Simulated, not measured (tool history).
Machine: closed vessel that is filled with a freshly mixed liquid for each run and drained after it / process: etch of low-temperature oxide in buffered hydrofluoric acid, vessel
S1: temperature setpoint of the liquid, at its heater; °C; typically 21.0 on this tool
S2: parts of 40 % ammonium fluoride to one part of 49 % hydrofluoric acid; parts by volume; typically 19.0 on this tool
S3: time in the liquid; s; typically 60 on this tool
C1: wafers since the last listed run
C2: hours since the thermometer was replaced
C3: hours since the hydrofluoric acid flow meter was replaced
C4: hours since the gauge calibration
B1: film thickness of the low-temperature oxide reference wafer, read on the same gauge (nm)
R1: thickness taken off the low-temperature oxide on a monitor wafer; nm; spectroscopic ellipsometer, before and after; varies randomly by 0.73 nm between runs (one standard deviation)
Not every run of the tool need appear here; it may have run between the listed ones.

| run | hour | S1 | S2 | S3 | C1 | C2 | C3 | C4 | B1 | R1 |
|---|---|---|---|---|---|---|---|---|---|---|
| 1 | 0.0 | 22.5 | 19.0 | 60 | 0 | 1232.4 | 1854.1 | 228.5 | 99.98 | 151.95 |
| 2 | 71.2 | 22.5 | 19.0 | 60 | 7679 | 1303.6 | 1925.3 | 299.7 | 100.01 | 155.09 |
| 3 | 134.2 | 21.0 | 19.0 | 60 | 6794 | 1366.6 | 1988.3 | 362.7 | 100.03 | 140.39 |
| 4 | 207.3 | 21.0 | 19.0 | 60 | 7884 | 1439.7 | 2061.4 | 435.8 | 100.00 | 142.83 |
| 5 | 305.4 | 21.0 | 19.0 | 75 | 10580 | 1537.8 | 2159.5 | 533.9 | 99.97 | 176.88 |
|  | 325.4 | thermometer replaced |
| 6 | 344.3 | 21.0 | 19.0 | 75 | 4087 | 18.9 | 2198.4 | 572.8 | 100.01 | 179.52 |
| 7 | 384.3 | 21.0 | 19.0 | 75 | 4314 | 58.9 | 2238.4 | 612.8 | 100.01 | 179.84 |
|  | 418.7 | gauge calibrated |
| 8 | 433.1 | 21.0 | 19.0 | 60 | 5263 | 107.7 | 2287.2 | 14.4 | 100.00 | 143.55 |
| 9 | 517.3 | 24.5 | 13.5 | 60 | 9081 | 191.9 | 2371.4 | 98.6 | 100.00 | 242.89 |
| 10 | 607.8 | 19.5 | 25.0 | 80 | 9760 | 282.4 | 2461.9 | 189.1 | 100.00 | 140.18 |
|  | 703.5 | hydrofluoric acid flow meter replaced |
| 11 | 711.1 | 22.5 | 19.0 | 60 | 11033 | 385.7 | 7.6 | 292.4 | 100.02 | 141.28 |
| 12 | 762.3 | 21.0 | 19.0 | 30 | 5522 | 436.9 | 58.8 | 343.6 | 100.01 | 64.89 |
| 13 | 830.8 | 17.0 | 17.0 | 75 | 7387 | 505.4 | 127.3 | 412.1 | 99.98 | 143.43 |
| 14 | 921.8 | 21.0 | 12.0 | 80 | 9814 | 596.4 | 218.3 | 503.1 | 100.02 | 275.99 |
| 15 | 959.3 | 24.0 | 19.0 | 90 | 4044 | 633.9 | 255.8 | 540.6 | 100.00 | 231.86 |

Each row is a separate what-if for the run after 15, all from the same tool condition, not one after another. Results?
| A | 960.0 | 23.5 | 19.0 | 60 | 75 | 634.6 | 256.5 | 541.3 | ? | ? |
| B | 960.0 | 21.0 | 15.5 | 60 | 75 | 634.6 | 256.5 | 541.3 | ? | ? |
| C | 960.0 | 24.0 | 15.0 | 40 | 75 | 634.6 | 256.5 | 541.3 | ? | ? |
| D | 960.0 | 21.0 | 21.5 | 60 | 75 | 634.6 | 256.5 | 541.3 | ? | ? |

| run | B1 | R1 |
|---|---|---|
| A | 99.99 | 150.84 |
| B | 99.99 | 160.55 |
| C | 99.99 | 130.43 |
| D | 99.99 | 118.12 |
Stripped of hidden state, with their random variation kept, the same runs would have yielded:
| run | R1 |
|---|---|
| A | 148.02 |
| B | 157.55 |
| C | 128.00 |
| D | 116.57 |
